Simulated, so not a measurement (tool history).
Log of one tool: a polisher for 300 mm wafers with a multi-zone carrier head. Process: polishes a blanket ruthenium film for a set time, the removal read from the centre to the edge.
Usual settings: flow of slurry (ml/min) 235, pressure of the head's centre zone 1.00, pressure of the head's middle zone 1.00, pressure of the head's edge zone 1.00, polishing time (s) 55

run	hour	flow of slurry (ml/min)	pressure of the head's centre zone	pressure of the head's middle zone	pressure of the head's edge zone	polishing time (s)	incoming thickness of the incoming film, nm	film removed at the wafer's centre (nm)	film removed at mid-radius (nm)	film removed at the wafer's edge (nm)
1	0.0	155	1.00	1.00	1.00	55	345.3	71.7	69.3	66.7
# hour 2.2: edge zone pressure recalibrated
# hour 8.4: worn pad replaced by a new one
# hour 17.8: carrier head's membrane replaced by a new one
2	18.3	170	1.00	1.04	1.00	55	342.8	72.9	73.4	67.6
# hour 23.8: centre zone pressure recalibrated
3	28.0	235	1.00	1.00	1.00	55	340.3	71.8	73.0	69.5
4	37.6	305	1.10	1.00	1.05	55	338.6	81.2	76.5	73.8
5	68.0	265	0.94	1.00	1.00	55	338.2	67.9	74.5	71.2
6	77.7	235	1.00	1.00	1.00	55	341.7	69.7	72.6	72.0
7	85.9	275	1.00	0.93	1.00	55	344.3	71.6	70.4	72.5
8	96.5	235	1.00	1.00	1.00	55	340.9	70.3	72.5	70.6
9	113.3	235	0.93	1.00	1.09	39	341.4	47.0	52.7	52.7
10	126.0	235	1.08	0.96	1.00	43	339.4	58.8	56.3	55.0
# hour 136.4: worn pad replaced by a new one
11	168.7	235	1.00	1.00	1.00	66	339.2	83.3	88.4	84.1
12	182.9	235	1.00	0.91	1.00	63	336.9	79.4	76.3	81.3
13	194.1	190	1.05	0.92	1.00	71	334.7	90.3	87.5	89.6
14	200.4	235	1.06	0.92	1.00	55	338.3	74.2	66.9	71.1
15	216.4	235	1.00	1.00	1.00	55	345.4	70.5	72.8	69.9
16	226.7	265	1.00	1.00	1.00	55	347.2	71.3	75.3	70.8
17	233.0	305	1.10	1.00	1.05	55	342.7	79.1	76.2	74.6
18	245.2	235	0.94	1.03	1.00	55	340.2	65.3	76.2	69.2
# hour 258.9: worn pad replaced by a new one
19	262.0	235	1.00	1.00	1.00	61	343.2	78.0	80.1	77.4
20	271.1	255	0.96	1.11	0.96	55	338.3	67.8	80.6	69.9
21	282.3	235	1.00	1.00	1.00	60	339.7	74.9	77.6	75.7
22	296.8	235	1.00	1.00	1.00	55	338.5	70.1	73.9	70.9
23	310.1	315	0.96	1.00	1.00	73	338.3	94.5	100.0	94.7

The same runs without the tool's hidden state, with the same run-to-run variation:
The hidden state here: removal rate lost through wear of the pad, %; slurry flow missing at the pad, %; deviation of the centre zone's pressure from its setpoint, %; deviation of the edge zone's pressure from its setpoint, %.
run	film removed at the wafer's centre (nm)	film removed at mid-radius (nm)	film removed at the wafer's edge (nm)
1	65.6	69.8	67.0
2	66.5	73.9	67.9
3	72.6	73.3	69.7
4	82.0	76.7	74.0
5	68.7	74.8	71.4
6	70.5	72.9	72.2
7	72.4	70.7	72.7
8	71.1	72.9	70.9
9	47.6	53.1	52.9
10	59.6	56.7	55.3
11	84.4	89.2	84.7
12	80.5	77.0	81.8
13	91.9	88.6	90.4
14	75.3	67.6	71.6
15	71.6	73.6	70.5
16	72.2	76.1	71.3
17	80.1	76.9	75.2
18	66.3	77.1	69.9
19	79.2	81.2	78.2
20	68.9	81.6	70.5
21	76.1	78.8	76.6
22	71.3	75.1	71.7
23	95.7	101.3	95.6
